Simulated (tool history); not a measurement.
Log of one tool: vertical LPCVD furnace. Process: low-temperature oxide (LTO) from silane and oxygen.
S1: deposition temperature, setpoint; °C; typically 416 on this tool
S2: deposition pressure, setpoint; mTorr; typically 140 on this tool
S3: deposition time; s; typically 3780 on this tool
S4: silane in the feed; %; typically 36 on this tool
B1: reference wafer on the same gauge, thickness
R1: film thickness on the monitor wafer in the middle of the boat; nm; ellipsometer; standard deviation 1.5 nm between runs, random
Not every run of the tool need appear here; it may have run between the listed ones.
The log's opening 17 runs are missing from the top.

{"run": 18, "hour": 606.2, "S1": 416, "S2": 160, "S3": 4560, "S4": 43, "B1": 352.1, "R1": 655.39}
{"hour": 612.0, "done": "gauge calibrated"}
{"run": 19, "hour": 629.3, "S1": 416, "S2": 140, "S3": 4650, "S4": 43, "B1": 351.63, "R1": 584.83}
{"run": 20, "hour": 661.3, "S1": 407, "S2": 140, "S3": 2850, "S4": 32, "B1": 351.45, "R1": 226.19}
{"run": 21, "hour": 688.1, "S1": 425, "S2": 170, "S3": 2820, "S4": 33, "B1": 351.79, "R1": 345.59}
{"hour": 726.6, "done": "pressure gauge zeroed"}
{"run": 22, "hour": 727.1, "S1": 416, "S2": 140, "S3": 3780, "S4": 36, "B1": 352.18, "R1": 400.87}
{"run": 23, "hour": 745.4, "S1": 425, "S2": 140, "S3": 4530, "S4": 36, "B1": 351.65, "R1": 524.16}
{"run": 24, "hour": 767.3, "S1": 413, "S2": 155, "S3": 5280, "S4": 36, "B1": 352.3, "R1": 596.94}
{"run": 25, "hour": 797.3, "S1": 416, "S2": 140, "S3": 3780, "S4": 36, "B1": 352.15, "R1": 397.92}
{"run": 26, "hour": 830.9, "S1": 416, "S2": 140, "S3": 3780, "S4": 31, "B1": 352.11, "R1": 329.09}
{"run": 27, "hour": 865.3, "S1": 425, "S2": 170, "S3": 4380, "S4": 41, "B1": 351.72, "R1": 719.9}
{"run": 28, "hour": 900.5, "S1": 427, "S2": 140, "S3": 3780, "S4": 40, "B1": 352.41, "R1": 505.98}
{"run": 29, "hour": 920.4, "S1": 416, "S2": 140, "S3": 3780, "S4": 36, "B1": 352.05, "R1": 398.62}
{"run": 30, "hour": 953.7, "S1": 410, "S2": 160, "S3": 3780, "S4": 36, "B1": 351.66, "R1": 427.41}
{"run": 31, "hour": 967.1, "S1": 424, "S2": 160, "S3": 3780, "S4": 42, "B1": 351.88, "R1": 591.48}
{"run": 32, "hour": 992.9, "S1": 416, "S2": 130, "S3": 5100, "S4": 36, "B1": 352.34, "R1": 498.79}

Predict each of these 3 candidate next runs independently; none follows another, all start after run 32:
{"run": "A", "hour": 998.4, "S1": 416, "S2": 140, "S3": 3780, "S4": 36, "B1": "?", "R1": "?"}
{"run": "B", "hour": 998.4, "S1": 416, "S2": 140, "S3": 3780, "S4": 40, "B1": "?", "R1": "?"}
{"run": "C", "hour": 998.4, "S1": 420, "S2": 160, "S3": 3780, "S4": 36, "B1": "?", "R1": "?"}

run=A B1=351.78 R1=397.84
run=B B1=351.78 R1=451.45
run=C B1=351.78 R1=474.79
Take away the tool's hidden state, keep each run's random variation, and the runs would have read:
run=A R1=400.55
run=B R1=454.53
run=C R1=477.62
